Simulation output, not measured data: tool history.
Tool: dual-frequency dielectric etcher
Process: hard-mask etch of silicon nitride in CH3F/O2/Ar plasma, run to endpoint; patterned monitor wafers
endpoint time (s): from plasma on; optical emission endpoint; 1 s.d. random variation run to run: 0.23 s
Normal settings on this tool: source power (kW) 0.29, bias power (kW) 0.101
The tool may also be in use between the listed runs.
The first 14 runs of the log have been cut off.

| run | day | source power (kW) | bias power (kW) | incoming incoming film thickness, nm | endpoint time (s) |
|---|---|---|---|---|---|
| 15 | 41.454 | 0.31 | 0.084 | 50.19 | 73.9 |
|  | 43.762 | wet clean of the chamber |
|  | 45.2 | source power generator calibrated |
| 16 | 49.525 | 0.24 | 0.084 | 49.53 | 80.2 |
|  | 49.838 | bias power generator calibrated |
| 17 | 51.958 | 0.24 | 0.078 | 49.61 | 82.6 |
| 18 | 55.129 | 0.24 | 0.094 | 49.87 | 78.5 |
| 19 | 58.492 | 0.29 | 0.124 | 49.37 | 64.8 |
| 20 | 61.858 | 0.34 | 0.084 | 49.6 | 67.5 |
|  | 62.888 | upper electrode replaced |
| 21 | 64.188 | 0.22 | 0.085 | 49.57 | 86.4 |
| 22 | 70.583 | 0.29 | 0.101 | 49.37 | 70.7 |
| 23 | 73.842 | 0.29 | 0.116 | 50.07 | 68.1 |
| 24 | 76.558 | 0.29 | 0.079 | 49.59 | 77 |
|  | 78.854 | wet clean of the chamber |
| 25 | 80.979 | 0.34 | 0.101 | 50.25 | 63.1 |
| 26 | 83.612 | 0.29 | 0.101 | 49.35 | 67.5 |
| 27 | 90.175 | 0.29 | 0.101 | 49.42 | 68.2 |
| 28 | 92.321 | 0.26 | 0.126 | 50.01 | 68.9 |
| 29 | 95.896 | 0.27 | 0.101 | 49.49 | 71.5 |
| 30 | 106.021 | 0.24 | 0.114 | 50.34 | 76.1 |
|  | 108.183 | wet clean of the chamber |
| 31 | 108.204 | 0.23 | 0.115 | 49.02 | 72.2 |
| 32 | 110.158 | 0.29 | 0.116 | 49.88 | 64.8 |
| 33 | 112.562 | 0.35 | 0.114 | 49.71 | 59.2 |
| 34 | 115.271 | 0.29 | 0.101 | 50.02 | 68.6 |
| 35 | 119.758 | 0.29 | 0.101 | 49.53 | 68.2 |
| 36 | 121.725 | 0.32 | 0.095 | 49.6 | 66.3 |

3 ways to go on from here, each from the tool as it stands after run 36. What would each give?
| A | 121.742 | 0.29 | 0.112 | 49.68 | ? |
| B | 121.742 | 0.26 | 0.082 | 49.68 | ? |
| C | 121.742 | 0.32 | 0.085 | 49.68 | ? |

| run | endpoint time (s) |
|---|---|
| A | 66.4 |
| B | 77.4 |
| C | 68.6 |
What these runs would have given with no unlogged condition in the tool:
| run | endpoint time (s) |
|---|---|
| A | 65.5 |
| B | 76.4 |
| C | 67.7 |
